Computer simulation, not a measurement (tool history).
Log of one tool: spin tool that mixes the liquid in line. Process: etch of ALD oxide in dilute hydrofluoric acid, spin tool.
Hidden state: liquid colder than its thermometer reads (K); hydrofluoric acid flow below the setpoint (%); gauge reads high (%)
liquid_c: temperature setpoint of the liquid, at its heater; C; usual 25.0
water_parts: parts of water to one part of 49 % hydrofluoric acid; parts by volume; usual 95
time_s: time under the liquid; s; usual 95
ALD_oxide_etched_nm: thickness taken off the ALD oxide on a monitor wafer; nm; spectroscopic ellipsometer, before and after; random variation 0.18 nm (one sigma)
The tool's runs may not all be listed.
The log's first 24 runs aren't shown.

run	day	liquid_c	water_parts	time_s	wafers since the last listed run	hours since the thermometer was replaced	hours since the hydrofluoric acid flow meter was replaced	hours since the gauge calibration	read-back film thickness of the ALD oxide reference wafer, read on the same gauge (nm)	ALD_oxide_etched_nm
25	31.129	25.0	95	95	1090	237.4	2533.4	517.6	70.00	18.16
26	31.888	25.0	95	95	236	255.6	2551.6	535.8	70.00	17.82
27	33.046	25.0	95	55	361	283.4	2579.4	563.6	70.05	10.57
# day 33.562: hydrofluoric acid flow meter replaced
28	33.583	23.0	95	55	154	296.3	0.5	576.5	70.00	9.50
29	34.462	23.5	115	65	274	317.4	21.6	597.6	69.96	9.19
30	35.888	25.0	95	95	444	351.6	55.8	631.8	70.01	18.05
31	36.892	30.0	130	150	313	375.7	79.9	655.9	69.97	24.18
32	38.375	25.0	120	95	462	411.3	115.5	691.5	69.98	13.82
33	42.725	28.5	95	110	1357	515.7	219.9	795.9	70.00	23.89
34	45.742	29.0	95	40	941	588.1	292.3	868.3	69.96	8.69
35	46.562	21.0	60	70	256	607.8	312.0	888.0	70.01	18.45

Forecast each of these 3 alternatives for the next run:
A	46.579	29.0	95	95	5	608.2	312.4	888.4	?	?
B	46.579	20.5	125	95	5	608.2	312.4	888.4	?	?
C	46.579	22.5	95	150	5	608.2	312.4	888.4	?	?

run	read-back film thickness of the ALD oxide reference wafer, read on the same gauge (nm)	ALD_oxide_etched_nm
A	69.96	20.97
B	69.96	11.00
C	69.96	25.63
Without the tool's hidden state the same runs would have given:
run	ALD_oxide_etched_nm
A	21.60
B	11.35
C	26.44
